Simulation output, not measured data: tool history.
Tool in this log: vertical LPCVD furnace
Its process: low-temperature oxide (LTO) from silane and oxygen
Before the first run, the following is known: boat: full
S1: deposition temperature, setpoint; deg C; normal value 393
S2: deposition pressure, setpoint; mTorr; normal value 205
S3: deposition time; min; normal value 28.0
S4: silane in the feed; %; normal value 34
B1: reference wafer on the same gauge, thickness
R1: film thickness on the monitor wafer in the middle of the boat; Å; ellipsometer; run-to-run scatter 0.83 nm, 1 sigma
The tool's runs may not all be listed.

run 1 hour=0.0 | S1=393 S2=205 S3=28.0 S4=34 | B1=148.38 | R1=1656.6
run 2 hour=29.8 | S1=393 S2=205 S3=28.0 S4=34 | B1=148.49 | R1=1667.0
-- hour=63.7 pressure gauge zeroed
run 3 hour=64.2 | S1=393 S2=205 S3=28.0 S4=34 | B1=148.35 | R1=1659.4
run 4 hour=114.6 | S1=393 S2=205 S3=28.0 S4=34 | B1=148.29 | R1=1648.5
run 5 hour=139.9 | S1=393 S2=205 S3=28.0 S4=34 | B1=148.13 | R1=1647.9
run 6 hour=183.5 | S1=393 S2=205 S3=28.0 S4=34 | B1=148.44 | R1=1653.6
-- hour=241.1 silane flow controller replaced
run 7 hour=241.6 | S1=393 S2=205 S3=28.0 S4=34 | B1=148.15 | R1=1653.2
-- hour=262.6 gauge calibrated
run 8 hour=278.9 | S1=393 S2=205 S3=28.0 S4=34 | B1=151.85 | R1=1705.1
run 9 hour=331.6 | S1=393 S2=205 S3=28.0 S4=34 | B1=151.52 | R1=1688.9
run 10 hour=363.3 | S1=393 S2=205 S3=28.0 S4=34 | B1=151.28 | R1=1677.3
-- hour=398.0 thermocouples replaced and temperature profile calibrated
run 11 hour=425.8 | S1=393 S2=205 S3=28.0 S4=34 | B1=150.81 | R1=1673.2
run 12 hour=584.0 | S1=382 S2=225 S3=24.0 S4=38 | B1=150.32 | R1=1585.6
run 13 hour=671.1 | S1=399 S2=190 S3=28.0 S4=29 | B1=149.98 | R1=1313.7
run 14 hour=716.3 | S1=385 S2=205 S3=17.5 S4=31 | B1=149.83 | R1=830.0
run 15 hour=770.1 | S1=398 S2=225 S3=33.5 S4=38 | B1=149.53 | R1=2683.4
run 16 hour=834.9 | S1=385 S2=205 S3=38.0 S4=34 | B1=149.50 | R1=2046.8
run 17 hour=859.9 | S1=393 S2=225 S3=28.0 S4=41 | B1=149.39 | R1=2332.8
run 18 hour=887.0 | S1=400 S2=185 S3=24.0 S4=28 | B1=149.37 | R1=1048.8
run 19 hour=955.4 | S1=403 S2=220 S3=28.0 S4=34 | B1=149.15 | R1=2004.5
run 20 hour=1001.5 | S1=393 S2=225 S3=28.0 S4=30 | B1=149.17 | R1=1508.9
run 21 hour=1065.4 | S1=383 S2=205 S3=28.0 S4=34 | B1=148.81 | R1=1485.7
run 22 hour=1117.7 | S1=393 S2=205 S3=28.0 S4=34 | B1=148.98 | R1=1655.7
run 23 hour=1158.5 | S1=398 S2=225 S3=19.5 S4=28 | B1=148.59 | R1=1012.8
run 24 hour=1196.6 | S1=393 S2=185 S3=28.0 S4=34 | B1=148.89 | R1=1488.5
run 25 hour=1262.9 | S1=393 S2=250 S3=32.5 S4=30 | B1=148.72 | R1=1973.4
run 26 hour=1309.7 | S1=393 S2=205 S3=38.0 S4=38 | B1=148.57 | R1=2594.2
run 27 hour=1354.0 | S1=385 S2=205 S3=39.0 S4=31 | B1=148.57 | R1=1821.8
run 28 hour=1399.0 | S1=393 S2=225 S3=28.0 S4=41 | B1=148.60 | R1=2308.5
run 29 hour=1461.2 | S1=393 S2=205 S3=28.0 S4=38 | B1=148.72 | R1=1908.2
run 30 hour=1500.2 | S1=393 S2=205 S3=28.0 S4=28 | B1=148.48 | R1=1240.3
run 31 hour=1564.9 | S1=393 S2=180 S3=28.0 S4=34 | B1=148.40 | R1=1448.6

The same runs without the tool's hidden state, with the same run-to-run variation:
The tool's hidden condition here consists of: true tube temperature minus thermocouple reading, K; true pressure minus gauge reading, mTorr; deviation of the silane flow from its setpoint, %; gauge reads high (%).
run=1 R1=1696.8
run=2 R1=1707.7
run=3 R1=1700.2
run=4 R1=1689.5
run=5 R1=1689.0
run=6 R1=1695.2
run=7 R1=1695.2
run=8 R1=1706.8
run=9 R1=1694.6
run=10 R1=1685.1
run=11 R1=1685.0
run=12 R1=1604.5
run=13 R1=1332.1
run=14 R1=842.4
run=15 R1=2726.4
run=16 R1=2081.9
run=17 R1=2373.7
run=18 R1=1067.6
run=19 R1=2042.3
run=20 R1=1538.2
run=21 R1=1515.6
run=22 R1=1689.8
run=23 R1=1034.1
run=24 R1=1520.2
run=25 R1=2016.4
run=26 R1=2651.5
run=27 R1=1862.5
run=28 R1=2360.7
run=29 R1=1951.9
run=30 R1=1269.0
run=31 R1=1482.4
